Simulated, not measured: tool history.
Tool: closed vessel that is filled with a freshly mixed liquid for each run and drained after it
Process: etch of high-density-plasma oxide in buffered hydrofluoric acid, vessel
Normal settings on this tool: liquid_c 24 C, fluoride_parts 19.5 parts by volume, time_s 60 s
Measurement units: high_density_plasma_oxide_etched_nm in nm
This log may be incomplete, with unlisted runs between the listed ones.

run	hour	liquid_c	fluoride_parts	time_s	wafers since the last listed run	hours since the thermometer was replaced	hours since the hydrofluoric acid flow meter was replaced	hours since the gauge calibration	read-back film thickness of the high-density-plasma oxide reference wafer, read on the same gauge (nm)	high_density_plasma_oxide_etched_nm
1	0	24	19.5	60	0	1776.5	1770	272.1	150.03	47.74
2	13.4	24	19.5	60	1817	1789.9	1783.4	285.5	149.98	47.14
3	26.5	24	19.5	60	1776	1803	1796.5	298.6	149.98	47.03
4	50.7	24	19.5	60	3282	1827.2	1820.7	322.8	150.03	47.16
5	65.8	24	19.5	60	2048	1842.3	1835.8	337.9	150.01	47.25
# hour 84.9: gauge calibrated
6	93.9	24	19.5	60	3811	1870.4	1863.9	9	150	47.16
# hour 101.4: thermometer replaced
7	108.5	24	19.5	60	1844	7.1	1878.5	23.6	150.01	53.7
8	126.4	24	19.5	60	2428	25	1896.4	41.5	150	53.76
9	133	25	19.5	60	895	31.6	1903	48.1	150.01	57.1
# hour 138.9: hydrofluoric acid flow meter replaced
10	148.2	25	19.5	60	1926	46.8	9.3	63.3	150	56.82
11	154.4	24	19.5	60	841	53	15.5	69.5	149.99	53.87
12	172.1	22	25.5	80	2400	70.7	33.2	87.2	150.03	53.17
13	179.8	24	19.5	60	1044	78.4	40.9	94.9	150	53.57
14	196.4	22	19.5	60	2251	95	57.5	111.5	150	48.39
15	210	24	13.5	60	1844	108.6	71.1	125.1	150.02	76.97
16	220.6	22	15.5	75	1437	119.2	81.7	135.7	149.98	74.98
17	229.6	25.5	25.5	35	1220	128.2	90.7	144.7	149.93	28.06
18	245.1	22.5	24.5	90	2102	143.7	106.2	160.2	149.98	62.16
19	260.3	24	16	85	2061	158.9	121.4	175.4	150	91.47
20	268.5	24	23	60	1112	167.1	129.6	183.6	149.97	47.33

Consider 5 possible next runs. They are alternatives, not a sequence: every one starts from the tool as it was left by run 20. What does each give?
A	269.2	24	19.5	60	94	167.8	130.3	184.3	?	?
B	269.2	20	23.5	30	94	167.8	130.3	184.3	?	?
C	269.2	22	12	45	94	167.8	130.3	184.3	?	?
D	269.2	22	24.5	60	94	167.8	130.3	184.3	?	?
E	269.2	25.5	12.5	60	94	167.8	130.3	184.3	?	?

run	read-back film thickness of the high-density-plasma oxide reference wafer, read on the same gauge (nm)	high_density_plasma_oxide_etched_nm
A	149.97	53.35
B	149.97	18.63
C	149.97	57.75
D	149.97	40.5
E	149.97	89.65
Stripped of hidden state, with their random variation kept, the same runs would have yielded:
run	high_density_plasma_oxide_etched_nm
A	55.14
B	19.27
C	59.7
D	41.88
E	92.61
